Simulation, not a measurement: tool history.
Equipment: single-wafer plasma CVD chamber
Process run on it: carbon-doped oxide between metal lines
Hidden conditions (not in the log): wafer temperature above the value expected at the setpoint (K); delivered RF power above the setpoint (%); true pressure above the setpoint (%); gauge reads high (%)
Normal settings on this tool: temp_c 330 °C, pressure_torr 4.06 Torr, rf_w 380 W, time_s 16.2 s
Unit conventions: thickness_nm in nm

run,hour,temp_c,pressure_torr,rf_w,time_s,wafers since the last listed run,hours since the last thermocouple change,hours since the last RF generator calibration,hours since the last manometer calibration,hours since the showerhead was replaced,hours since the gauge calibration,"read-back reference wafer on the same gauge, thickness_nm",thickness_nm
1,0,339,4.06,335,16.2,0,497.4,1001.4,1170.4,6913.1,1053.6,64.567,60.346
2,52.1,339,4.06,335,16.2,1943,549.5,1053.5,1222.5,6965.2,1105.7,64.556,60.09
# hour 71.8: capacitance manometer re-zeroed and calibrated
3,119.4,323,4.06,380,16.2,2211,616.8,1120.8,47.6,7032.5,1173,64.51,72.305
4,208.1,323,4.06,380,16.2,3307,705.5,1209.5,136.3,7121.2,1261.7,64.59,71.174
5,312.7,335,4.06,380,16.2,3900,810.1,1314.1,240.9,7225.8,1366.3,64.511,68.753
6,416.3,330,4.06,380,14.4,3863,913.7,1417.7,344.5,7329.4,1469.9,64.517,62.133
7,452.5,330,4.06,380,14.4,1350,949.9,1453.9,380.7,7365.6,1506.1,64.546,61.979
8,559,330,4.06,380,18.6,3971,1056.4,1560.4,487.2,7472.1,1612.6,64.456,79.939
# hour 635: gauge calibrated
9,643.5,330,4.06,380,18.6,3151,1140.9,1644.9,571.7,7556.6,8.5,64.559,79.153
# hour 706: thermocouple changed; heater temperature recalibrated
10,714.5,330,4.06,380,18.6,2349,8.5,1715.9,642.7,7627.6,79.5,64.618,79.1
11,753.6,330,4.06,380,16.2,1458,47.6,1755,681.8,7666.7,118.6,64.509,68.489
12,858.5,330,4.06,380,18.3,3912,152.5,1859.9,786.7,7771.6,223.5,64.538,77.808
13,942.5,330,4.06,380,18.3,3132,236.5,1943.9,870.7,7855.6,307.5,64.554,77.637
# hour 1008.6: showerhead replaced
14,1015.3,330,3.67,380,16.2,2416,309.3,2016.7,943.5,6.7,380.3,64.569,67.455
# hour 1023.9: capacitance manometer re-zeroed and calibrated
15,1121.1,330,4.06,380,16.2,3647,415.1,2122.5,97.2,112.5,486.1,64.496,68.131
# hour 1162.2: RF generator calibrated
16,1168.6,330,4.06,380,16.2,1473,462.6,6.4,144.7,160,533.6,64.526,71.76
17,1227,330,4.06,400,16.2,2177,521,64.8,203.1,218.4,592,64.523,74.443
18,1307.2,330,4.06,380,16.2,2990,601.2,145,283.3,298.6,672.2,64.481,70.756
19,1411.7,335,4.06,435,16.2,3897,705.7,249.5,387.8,403.1,776.7,64.409,80.092
20,1511.4,330,4.61,430,14.8,3718,805.4,349.2,487.5,502.8,876.4,64.53,74.787
21,1613,330,4.52,435,16.2,3789,907,450.8,589.1,604.4,978,64.436,82.172
22,1650.5,335,4.06,420,19.3,1398,944.5,488.3,626.6,641.9,1015.5,64.462,91.7
23,1695.1,317,4.59,440,14.9,1663,989.1,532.9,671.2,686.5,1060.1,64.477,79.738
24,1756.9,330,4.06,380,18.1,2304,1050.9,594.7,733,748.3,1121.9,64.554,79.187
25,1801.7,330,4.06,380,16.2,1670,1095.7,639.5,777.8,793.1,1166.7,64.575,70.686
26,1850.3,316,3.65,310,18.6,1812,1144.3,688.1,826.4,841.7,1215.3,64.462,67.993

What if the next run were any one of these 3? Each begins from the tool's condition after run 26:
A,1850.7,330,4.06,335,16.2,14,1144.7,688.5,826.8,842.1,1215.7,?,?
B,1850.7,337,3.35,440,17.8,14,1144.7,688.5,826.8,842.1,1215.7,?,?
C,1850.7,341,4.87,435,16.2,14,1144.7,688.5,826.8,842.1,1215.7,?,?

run,"read-back reference wafer on the same gauge, thickness_nm",thickness_nm
A,64.55,62.449
B,64.55,85.166
C,64.55,79.898
Without the tool's hidden state the same runs would have given:
run,thickness_nm
A,62.718
B,85.487
C,80.23

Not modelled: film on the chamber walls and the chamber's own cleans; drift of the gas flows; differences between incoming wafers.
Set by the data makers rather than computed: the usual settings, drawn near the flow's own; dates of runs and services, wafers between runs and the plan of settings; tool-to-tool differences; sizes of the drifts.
